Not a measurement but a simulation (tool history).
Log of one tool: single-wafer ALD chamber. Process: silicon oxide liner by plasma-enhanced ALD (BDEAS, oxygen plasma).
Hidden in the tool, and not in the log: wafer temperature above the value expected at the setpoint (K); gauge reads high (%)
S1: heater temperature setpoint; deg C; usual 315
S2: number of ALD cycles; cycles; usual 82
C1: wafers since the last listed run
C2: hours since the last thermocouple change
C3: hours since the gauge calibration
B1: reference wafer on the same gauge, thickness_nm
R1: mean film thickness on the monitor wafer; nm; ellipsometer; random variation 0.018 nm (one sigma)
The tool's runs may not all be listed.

{"run": 1, "day": 0.0, "S1": 315, "S2": 82, "C1": 0, "C2": 651.6, "C3": 902.6, "B1": 6.199, "R1": 7.341}
{"run": 2, "day": 2.708, "S1": 315, "S2": 82, "C1": 396, "C2": 716.6, "C3": 967.6, "B1": 6.202, "R1": 7.35}
{"run": 3, "day": 7.179, "S1": 315, "S2": 82, "C1": 654, "C2": 823.9, "C3": 1074.9, "B1": 6.198, "R1": 7.399}
{"run": 4, "day": 9.588, "S1": 315, "S2": 82, "C1": 352, "C2": 881.7, "C3": 1132.7, "B1": 6.203, "R1": 7.383}
{"run": 5, "day": 11.408, "S1": 315, "S2": 82, "C1": 266, "C2": 925.4, "C3": 1176.4, "B1": 6.199, "R1": 7.349}
{"run": 6, "day": 15.017, "S1": 315, "S2": 82, "C1": 528, "C2": 1012, "C3": 1263, "B1": 6.193, "R1": 7.342}
{"run": 7, "day": 19.017, "S1": 315, "S2": 82, "C1": 585, "C2": 1108, "C3": 1359, "B1": 6.198, "R1": 7.374}
{"run": 8, "day": 21.954, "S1": 315, "S2": 82, "C1": 430, "C2": 1178.5, "C3": 1429.5, "B1": 6.2, "R1": 7.377}
{"run": 9, "day": 25.325, "S1": 315, "S2": 82, "C1": 493, "C2": 1259.4, "C3": 1510.4, "B1": 6.198, "R1": 7.417}
{"run": 10, "day": 27.925, "S1": 315, "S2": 82, "C1": 380, "C2": 1321.8, "C3": 1572.8, "B1": 6.192, "R1": 7.381}
{"run": 11, "day": 29.938, "S1": 315, "S2": 82, "C1": 294, "C2": 1370.1, "C3": 1621.1, "B1": 6.202, "R1": 7.4}
{"run": 12, "day": 32.2, "S1": 315, "S2": 82, "C1": 331, "C2": 1424.4, "C3": 1675.4, "B1": 6.201, "R1": 7.39}
{"day": 34.617, "done": "thermocouple changed; heater temperature recalibrated"}
{"run": 13, "day": 36.421, "S1": 323, "S2": 76, "C1": 569, "C2": 43.3, "C3": 1776.7, "B1": 6.198, "R1": 6.742}
{"day": 38.992, "done": "gauge calibrated"}
{"run": 14, "day": 46.85, "S1": 301, "S2": 82, "C1": 1526, "C2": 293.6, "C3": 188.6, "B1": 6.199, "R1": 7.52}
{"run": 15, "day": 49.304, "S1": 326, "S2": 77, "C1": 359, "C2": 352.5, "C3": 247.5, "B1": 6.198, "R1": 6.831}
{"run": 16, "day": 53.554, "S1": 305, "S2": 82, "C1": 622, "C2": 454.5, "C3": 349.5, "B1": 6.203, "R1": 7.48}
{"run": 17, "day": 57.983, "S1": 315, "S2": 82, "C1": 648, "C2": 560.8, "C3": 455.8, "B1": 6.201, "R1": 7.331}
{"run": 18, "day": 59.754, "S1": 301, "S2": 76, "C1": 259, "C2": 603.3, "C3": 498.3, "B1": 6.201, "R1": 6.978}
{"run": 19, "day": 63.712, "S1": 328, "S2": 74, "C1": 579, "C2": 698.3, "C3": 593.3, "B1": 6.201, "R1": 6.559}
{"run": 20, "day": 67.888, "S1": 326, "S2": 92, "C1": 611, "C2": 798.5, "C3": 693.5, "B1": 6.204, "R1": 8.202}
{"run": 21, "day": 69.912, "S1": 315, "S2": 82, "C1": 296, "C2": 847.1, "C3": 742.1, "B1": 6.202, "R1": 7.394}
{"run": 22, "day": 71.6, "S1": 302, "S2": 82, "C1": 247, "C2": 887.6, "C3": 782.6, "B1": 6.204, "R1": 7.518}
{"run": 23, "day": 73.417, "S1": 315, "S2": 82, "C1": 265, "C2": 931.2, "C3": 826.2, "B1": 6.197, "R1": 7.389}
{"run": 24, "day": 77.612, "S1": 300, "S2": 95, "C1": 614, "C2": 1031.9, "C3": 926.9, "B1": 6.198, "R1": 8.801}
{"run": 25, "day": 80.883, "S1": 309, "S2": 90, "C1": 478, "C2": 1110.4, "C3": 1005.4, "B1": 6.2, "R1": 8.216}
{"run": 26, "day": 83.8, "S1": 322, "S2": 69, "C1": 426, "C2": 1180.4, "C3": 1075.4, "B1": 6.202, "R1": 6.2}
{"run": 27, "day": 87.742, "S1": 320, "S2": 82, "C1": 577, "C2": 1275, "C3": 1170, "B1": 6.199, "R1": 7.362}

What the log doesn't show, run by run:
gauge reads high (%): 0 in every run
H1: wafer temperature above the value expected at the setpoint (K)
run=1 H1=-1.76
run=2 H1=-2.04
run=3 H1=-2.5
run=4 H1=-2.75
run=5 H1=-2.94
run=6 H1=-3.31
run=7 H1=-3.72
run=8 H1=-4.02
run=9 H1=-4.37
run=10 H1=-4.64
run=11 H1=-4.85
run=12 H1=-5.08
run=13 H1=-0.63
run=14 H1=-1.71
run=15 H1=-1.96
run=16 H1=-2.4
run=17 H1=-2.85
run=18 H1=-3.04
run=19 H1=-3.44
run=20 H1=-3.87
run=21 H1=-4.08
run=22 H1=-4.26
run=23 H1=-4.45
run=24 H1=-4.88
run=25 H1=-5.22
run=26 H1=-5.52
run=27 H1=-5.92

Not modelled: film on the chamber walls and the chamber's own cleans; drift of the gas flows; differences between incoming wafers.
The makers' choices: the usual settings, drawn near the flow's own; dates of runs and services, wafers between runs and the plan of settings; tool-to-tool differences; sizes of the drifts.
